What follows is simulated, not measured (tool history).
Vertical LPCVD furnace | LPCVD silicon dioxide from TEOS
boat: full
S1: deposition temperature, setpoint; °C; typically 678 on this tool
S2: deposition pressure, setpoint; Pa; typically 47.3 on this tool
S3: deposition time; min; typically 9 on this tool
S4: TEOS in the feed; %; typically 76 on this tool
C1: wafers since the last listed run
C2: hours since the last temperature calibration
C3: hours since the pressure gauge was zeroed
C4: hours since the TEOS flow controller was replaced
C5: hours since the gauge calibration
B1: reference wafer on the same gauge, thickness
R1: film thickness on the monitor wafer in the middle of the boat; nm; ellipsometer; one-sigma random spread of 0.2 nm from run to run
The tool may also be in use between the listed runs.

| run | hour | S1 | S2 | S3 | S4 | C1 | C2 | C3 | C4 | C5 | B1 | R1 |
|---|---|---|---|---|---|---|---|---|---|---|---|---|
| 1 | 0 | 678 | 56.7 | 9 | 76 | 0 | 2011.7 | 4181.6 | 6143.5 | 82.2 | 34.93 | 44.11 |
| 2 | 16.9 | 678 | 56.7 | 9 | 76 | 316 | 2028.6 | 4198.5 | 6160.4 | 99.1 | 34.96 | 43.53 |
| 3 | 25 | 678 | 47.3 | 9 | 76 | 151 | 2036.7 | 4206.6 | 6168.5 | 107.2 | 35.08 | 40.66 |
| 4 | 36.5 | 678 | 38 | 9 | 76 | 215 | 2048.2 | 4218.1 | 6180 | 118.7 | 35.02 | 35.87 |
| 5 | 54.8 | 678 | 38 | 9 | 76 | 342 | 2066.5 | 4236.4 | 6198.3 | 137 | 35.01 | 35.93 |
| 6 | 60.9 | 678 | 38 | 9 | 76 | 114 | 2072.6 | 4242.5 | 6204.4 | 143.1 | 34.99 | 36.12 |
| 7 | 69.7 | 678 | 47.3 | 9 | 81 | 164 | 2081.4 | 4251.3 | 6213.2 | 151.9 | 34.97 | 41.19 |
| 8 | 76.9 | 678 | 47.3 | 9 | 76 | 134 | 2088.6 | 4258.5 | 6220.4 | 159.1 | 34.96 | 40.19 |
| 9 | 90.9 | 678 | 47.3 | 9 | 76 | 262 | 2102.6 | 4272.5 | 6234.4 | 173.1 | 34.98 | 40.02 |
| 10 | 104 | 682 | 47.3 | 9 | 76 | 245 | 2115.7 | 4285.6 | 6247.5 | 186.2 | 35.08 | 44.3 |
| 11 | 121.2 | 682 | 47.3 | 9 | 76 | 322 | 2132.9 | 4302.8 | 6264.7 | 203.4 | 35.02 | 44.13 |
| 12 | 128.3 | 682 | 47.3 | 9 | 76 | 132 | 2140 | 4309.9 | 6271.8 | 210.5 | 35.02 | 44.4 |
| 13 | 137.1 | 678 | 47.3 | 9 | 82 | 164 | 2148.8 | 4318.7 | 6280.6 | 219.3 | 34.99 | 41.95 |
| 14 | 144.8 | 687 | 47.3 | 9 | 70 | 144 | 2156.5 | 4326.4 | 6288.3 | 227 | 34.98 | 47.73 |
| 15 | 160.9 | 678 | 47.3 | 6.5 | 69 | 301 | 2172.6 | 4342.5 | 6304.4 | 243.1 | 35.01 | 27.69 |
| 16 | 171.9 | 678 | 47.3 | 9 | 76 | 205 | 2183.6 | 4353.5 | 6315.4 | 254.1 | 34.97 | 40.32 |
|  | 200.7 | thermocouples replaced and temperature profile calibrated |
|  | 220.7 | pressure gauge zeroed |
| 17 | 221.2 | 678 | 47.3 | 9 | 76 | 100 | 20.5 | 0.5 | 6364.7 | 303.4 | 35 | 40.17 |
| 18 | 224.4 | 678 | 44 | 9 | 70 | 59 | 23.7 | 3.7 | 6367.9 | 306.6 | 35.02 | 36.84 |
| 19 | 227.7 | 685 | 55.3 | 9 | 76 | 61 | 27 | 7 | 6371.2 | 309.9 | 34.93 | 51.46 |
| 20 | 231 | 689 | 39.3 | 7 | 67 | 61 | 30.3 | 10.3 | 6374.5 | 313.2 | 35.01 | 34.65 |
| 21 | 234.3 | 688 | 42.7 | 9 | 62 | 61 | 33.6 | 13.6 | 6377.8 | 316.5 | 35.01 | 43.76 |
| 22 | 237.6 | 678 | 47.3 | 9 | 76 | 61 | 36.9 | 16.9 | 6381.1 | 319.8 | 35.03 | 40.25 |
|  | 258.1 | gauge calibrated |
|  | 268 | TEOS flow controller replaced |
| 23 | 268.5 | 678 | 47.3 | 9 | 76 | 129 | 67.8 | 47.8 | 0.5 | 10.4 | 35.02 | 40.23 |
| 24 | 271.7 | 669 | 56 | 9 | 68 | 59 | 71 | 51 | 3.7 | 13.6 | 34.96 | 32.99 |
| 25 | 275 | 678 | 47.3 | 9 | 76 | 61 | 74.3 | 54.3 | 7 | 16.9 | 34.99 | 40.17 |
| 26 | 293.6 | 678 | 47.3 | 9 | 76 | 348 | 92.9 | 72.9 | 25.6 | 35.5 | 35.05 | 40.29 |
| 27 | 311.1 | 671 | 47.3 | 7.5 | 66 | 327 | 110.4 | 90.4 | 43.1 | 53 | 35.03 | 26.34 |
| 28 | 320.7 | 687 | 47.3 | 11 | 76 | 179 | 120 | 100 | 52.7 | 62.6 | 34.93 | 60.93 |
| 29 | 332.6 | 678 | 37.3 | 9 | 81 | 222 | 131.9 | 111.9 | 64.6 | 74.5 | 34.97 | 36.87 |
| 30 | 348.9 | 690 | 47.3 | 11.5 | 76 | 305 | 148.2 | 128.2 | 80.9 | 90.8 | 35 | 68.45 |

Here are 5 independent what-if runs from the current tool condition. What would each one return?
| A | 352.3 | 678 | 47.3 | 9 | 76 | 63 | 151.6 | 131.6 | 84.3 | 94.2 | ? | ? |
| B | 352.3 | 670 | 47.3 | 9 | 76 | 63 | 151.6 | 131.6 | 84.3 | 94.2 | ? | ? |
| C | 352.3 | 678 | 47.3 | 11.5 | 76 | 63 | 151.6 | 131.6 | 84.3 | 94.2 | ? | ? |
| D | 352.3 | 683 | 38.7 | 12.5 | 76 | 63 | 151.6 | 131.6 | 84.3 | 94.2 | ? | ? |
| E | 352.3 | 689 | 47.3 | 9 | 81 | 63 | 151.6 | 131.6 | 84.3 | 94.2 | ? | ? |

| run | B1 | R1 |
|---|---|---|
| A | 34.98 | 39.94 |
| B | 34.98 | 32.82 |
| C | 34.98 | 51.04 |
| D | 34.98 | 56.6 |
| E | 34.98 | 53.74 |
Stripped of hidden state, with their random variation kept, the same runs would have yielded:
| run | R1 |
|---|---|
| A | 39.94 |
| B | 32.82 |
| C | 51.04 |
| D | 56.6 |
| E | 53.74 |
